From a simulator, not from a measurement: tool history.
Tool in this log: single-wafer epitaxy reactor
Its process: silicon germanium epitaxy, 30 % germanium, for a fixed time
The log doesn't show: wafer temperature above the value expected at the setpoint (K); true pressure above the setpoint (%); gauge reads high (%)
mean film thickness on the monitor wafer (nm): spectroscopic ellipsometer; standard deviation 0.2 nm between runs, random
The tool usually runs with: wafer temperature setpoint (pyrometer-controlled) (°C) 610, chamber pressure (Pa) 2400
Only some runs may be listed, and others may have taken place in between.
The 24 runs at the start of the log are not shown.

run     day  wafer temperature setpoint (pyrometer-controlled) (°C)  chamber pressure (Pa)  wafers since the last listed run  hours since the last pyrometer calibration  hours since the last manometer calibration  hours since the showerhead was replaced  hours since the gauge calibration  read-back reference wafer on the same gauge, thickness_nm  mean film thickness on the monitor wafer (nm)
     24.854  -- gauge calibrated
 25  25.779                                                     610                   2400                               412                                       348.4                                       944.6                                     55.7                               22.2                                                     58.292                                         63.796
 26  26.933                                                     622                   2400                               322                                       376.1                                       972.3                                     83.4                               49.9                                                     58.308                                         81.268
 27  27.654                                                     595                   2040                               201                                       393.4                                       989.6                                    100.7                               67.2                                                     58.326                                         44.295
      28.75  -- capacitance manometer re-zeroed and calibrated
 28  29.017                                                     606                   1880                               287                                       426.1                                         6.4                                    133.4                               99.9                                                     58.315                                         54.993
 29  29.633                                                     603                   2666                               172                                       440.9                                        21.2                                    148.2                              114.7                                                     58.246                                         59.032
 30  30.212                                                     619                   2240                               161                                       454.8                                        35.1                                    162.1                              128.6                                                      58.33                                         76.589
 31  30.904                                                     625                   2226                               193                                       471.4                                        51.7                                    178.7                              145.2                                                     58.292                                         85.725
 32  34.112                                                     596                   1840                               895                                       548.4                                       128.7                                    255.7                              222.2                                                     58.333                                         44.469
 33  35.404                                                     621                   2946                               360                                       579.4                                       159.7                                    286.7                              253.2                                                     58.264                                         88.084
 34  36.321                                                     621                   2720                               255                                       601.4                                       181.7                                    308.7                              275.2                                                     58.288                                         85.884

Here are 5 independent what-if runs from the current tool condition. What would each one return?
  A  36.338                                                     621                   2400                                 4                                       601.8                                       182.1                                    309.1                              275.6                                                          ?                                              ?
  B  36.338                                                     604                   2920                                 4                                       601.8                                       182.1                                    309.1                              275.6                                                          ?                                              ?
  C  36.338                                                     610                   2226                                 4                                       601.8                                       182.1                                    309.1                              275.6                                                          ?                                              ?
  D  36.338                                                     616                   2840                                 4                                       601.8                                       182.1                                    309.1                              275.6                                                          ?                                              ?
  E  36.338                                                     619                   1960                                 4                                       601.8                                       182.1                                    309.1                              275.6                                                          ?                                              ?

run  read-back reference wafer on the same gauge, thickness_nm  mean film thickness on the monitor wafer (nm)
  A                                                     58.338                                         82.004
  B                                                     58.338                                         62.783
  C                                                     58.338                                         64.023
  D                                                     58.338                                         79.179
  E                                                     58.338                                         73.065
With the hidden condition removed and each run's random variation left untouched, the same runs would have given:
run  mean film thickness on the monitor wafer (nm)
  A                                          78.24
  B                                         59.762
  C                                         60.994
  D                                         75.494
  E                                         69.692

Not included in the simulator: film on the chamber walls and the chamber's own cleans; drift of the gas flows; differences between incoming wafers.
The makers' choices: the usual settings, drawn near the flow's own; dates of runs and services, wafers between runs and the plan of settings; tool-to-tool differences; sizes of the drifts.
